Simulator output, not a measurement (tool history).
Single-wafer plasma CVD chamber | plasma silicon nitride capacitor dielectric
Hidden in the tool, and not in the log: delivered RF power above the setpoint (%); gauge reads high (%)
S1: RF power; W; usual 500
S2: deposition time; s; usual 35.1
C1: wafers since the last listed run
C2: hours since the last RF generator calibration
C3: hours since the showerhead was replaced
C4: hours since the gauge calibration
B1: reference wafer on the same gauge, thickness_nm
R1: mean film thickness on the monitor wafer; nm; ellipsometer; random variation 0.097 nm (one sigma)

| run | hour | S1 | S2 | C1 | C2 | C3 | C4 | B1 | R1 |
|---|---|---|---|---|---|---|---|---|---|
| 1 | 0.0 | 500 | 35.1 | 0 | 1481.6 | 4080.3 | 430.3 | 57.521 | 49.217 |
| 2 | 184.8 | 500 | 35.1 | 2006 | 1666.4 | 4265.1 | 615.1 | 57.483 | 49.345 |
| 3 | 248.5 | 500 | 35.1 | 691 | 1730.1 | 4328.8 | 678.8 | 57.510 | 49.211 |
| 4 | 291.5 | 500 | 35.1 | 466 | 1773.1 | 4371.8 | 721.8 | 57.496 | 49.159 |
| 5 | 347.5 | 500 | 35.1 | 608 | 1829.1 | 4427.8 | 777.8 | 57.506 | 49.212 |
| 6 | 388.8 | 500 | 35.1 | 448 | 1870.4 | 4469.1 | 819.1 | 57.484 | 49.146 |
|  | 406.9 | RF generator calibrated |
| 7 | 419.0 | 500 | 35.1 | 241 | 12.1 | 4499.3 | 849.3 | 57.522 | 50.047 |
| 8 | 479.7 | 500 | 35.1 | 659 | 72.8 | 4560.0 | 910.0 | 57.498 | 49.751 |
|  | 497.6 | gauge calibrated |
| 9 | 538.3 | 500 | 35.1 | 636 | 131.4 | 4618.6 | 40.7 | 57.501 | 49.791 |
| 10 | 572.7 | 500 | 35.1 | 373 | 165.8 | 4653.0 | 75.1 | 57.517 | 49.888 |
| 11 | 742.2 | 455 | 37.6 | 1840 | 335.3 | 4822.5 | 244.6 | 57.487 | 52.299 |
| 12 | 775.3 | 585 | 35.1 | 359 | 368.4 | 4855.6 | 277.7 | 57.510 | 51.374 |
| 13 | 825.1 | 465 | 39.9 | 540 | 418.2 | 4905.4 | 327.5 | 57.488 | 55.530 |
| 14 | 857.7 | 500 | 35.1 | 353 | 450.8 | 4938.0 | 360.1 | 57.486 | 49.461 |
| 15 | 896.7 | 500 | 35.1 | 423 | 489.8 | 4977.0 | 399.1 | 57.472 | 49.672 |
| 16 | 939.3 | 465 | 35.1 | 462 | 532.4 | 5019.6 | 441.7 | 57.485 | 49.025 |
|  | 959.6 | showerhead replaced |
| 17 | 981.1 | 475 | 38.0 | 366 | 574.2 | 21.5 | 483.5 | 57.538 | 52.913 |
| 18 | 1043.7 | 445 | 39.0 | 679 | 636.8 | 84.1 | 546.1 | 57.491 | 53.669 |
| 19 | 1080.1 | 420 | 31.2 | 395 | 673.2 | 120.5 | 582.5 | 57.506 | 42.498 |
| 20 | 1123.6 | 420 | 31.2 | 472 | 716.7 | 164.0 | 626.0 | 57.500 | 42.504 |
| 21 | 1186.1 | 465 | 42.0 | 678 | 779.2 | 226.5 | 688.5 | 57.517 | 58.270 |
| 22 | 1244.3 | 420 | 31.2 | 631 | 837.4 | 284.7 | 746.7 | 57.499 | 42.461 |

4 ways to go on from here, each from the tool as it stands after run 22. What would each give?
| A | 1244.7 | 500 | 38.5 | 4 | 837.8 | 285.1 | 747.1 | ? | ? |
| B | 1244.7 | 465 | 40.6 | 4 | 837.8 | 285.1 | 747.1 | ? | ? |
| C | 1244.7 | 575 | 32.1 | 4 | 837.8 | 285.1 | 747.1 | ? | ? |
| D | 1244.7 | 425 | 41.4 | 4 | 837.8 | 285.1 | 747.1 | ? | ? |

| run | B1 | R1 |
|---|---|---|
| A | 57.488 | 54.301 |
| B | 57.488 | 56.442 |
| C | 57.488 | 46.597 |
| D | 57.488 | 56.561 |
Without the tool's hidden state the same runs would have given:
| run | R1 |
|---|---|
| A | 54.993 |
| B | 57.161 |
| C | 47.191 |
| D | 57.281 |

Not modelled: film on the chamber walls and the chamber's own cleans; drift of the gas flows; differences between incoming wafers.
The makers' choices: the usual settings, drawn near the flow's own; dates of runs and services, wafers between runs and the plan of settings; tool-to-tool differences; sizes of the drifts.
